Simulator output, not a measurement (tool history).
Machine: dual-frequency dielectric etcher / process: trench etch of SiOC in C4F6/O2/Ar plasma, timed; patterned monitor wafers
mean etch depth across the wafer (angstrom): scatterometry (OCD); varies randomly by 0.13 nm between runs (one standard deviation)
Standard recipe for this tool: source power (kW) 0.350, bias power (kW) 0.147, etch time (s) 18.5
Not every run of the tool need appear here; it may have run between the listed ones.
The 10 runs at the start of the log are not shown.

run,hour,source power (kW),bias power (kW),etch time (s),wafers since the last listed run,hours since the last wet clean,hours since the last source power generator calibration,hours since the last bias power generator calibration,hours since the last upper electrode change,hours since the gauge calibration,"read-back reference wafer on the same gauge, depth_nm",mean etch depth across the wafer (angstrom)
11,1058.5,0.410,0.114,16.0,661,397.2,3220.1,3525.2,887.0,226.7,29.77,283.4
# hour 1137.8: source power generator calibrated
12,1141.3,0.350,0.137,18.5,710,480.0,3.5,3608.0,969.8,309.5,29.69,316.6
13,1248.1,0.350,0.147,18.5,962,586.8,110.3,3714.8,1076.6,416.3,29.69,323.1
14,1350.0,0.400,0.147,17.0,918,688.7,212.2,3816.7,1178.5,518.2,29.73,313.5
15,1386.6,0.390,0.147,22.5,329,725.3,248.8,3853.3,1215.1,554.8,29.71,409.6
# hour 1393.6: bias power generator calibrated
# hour 1436.8: wet clean of the chamber
16,1492.7,0.350,0.147,18.5,703,55.9,354.9,99.1,1321.2,660.9,29.68,326.6
17,1533.8,0.310,0.130,16.5,370,97.0,396.0,140.2,1362.3,702.0,29.71,268.7
18,1597.8,0.400,0.147,15.5,576,161.0,460.0,204.2,1426.3,766.0,29.74,288.6
19,1684.6,0.310,0.147,14.5,782,247.8,546.8,291.0,1513.1,852.8,29.70,244.1
20,1749.7,0.350,0.133,14.0,586,312.9,611.9,356.1,1578.2,917.9,29.72,243.2
21,1802.8,0.260,0.133,18.5,478,366.0,665.0,409.2,1631.3,971.0,29.71,282.6
22,1879.8,0.300,0.147,23.0,693,443.0,742.0,486.2,1708.3,1048.0,29.69,382.5
23,1978.7,0.350,0.176,23.5,891,541.9,840.9,585.1,1807.2,1146.9,29.67,434.7
24,2053.0,0.380,0.120,21.5,669,616.2,915.2,659.4,1881.5,1221.2,29.64,376.2
25,2127.0,0.350,0.147,18.5,666,690.2,989.2,733.4,1955.5,1295.2,29.75,330.1

The next listed run, before its measurement:
26,2229.8,0.280,0.170,18.5,926,793.0,1092.0,836.2,2058.3,1398.0,?,?

Run 26 came out at read-back reference wafer on the same gauge, depth_nm 29.69, mean etch depth across the wafer (angstrom) 310.4.
With the hidden condition absent and the run-to-run variation left alone, this run would have shown mean etch depth across the wafer (angstrom) 310.0.
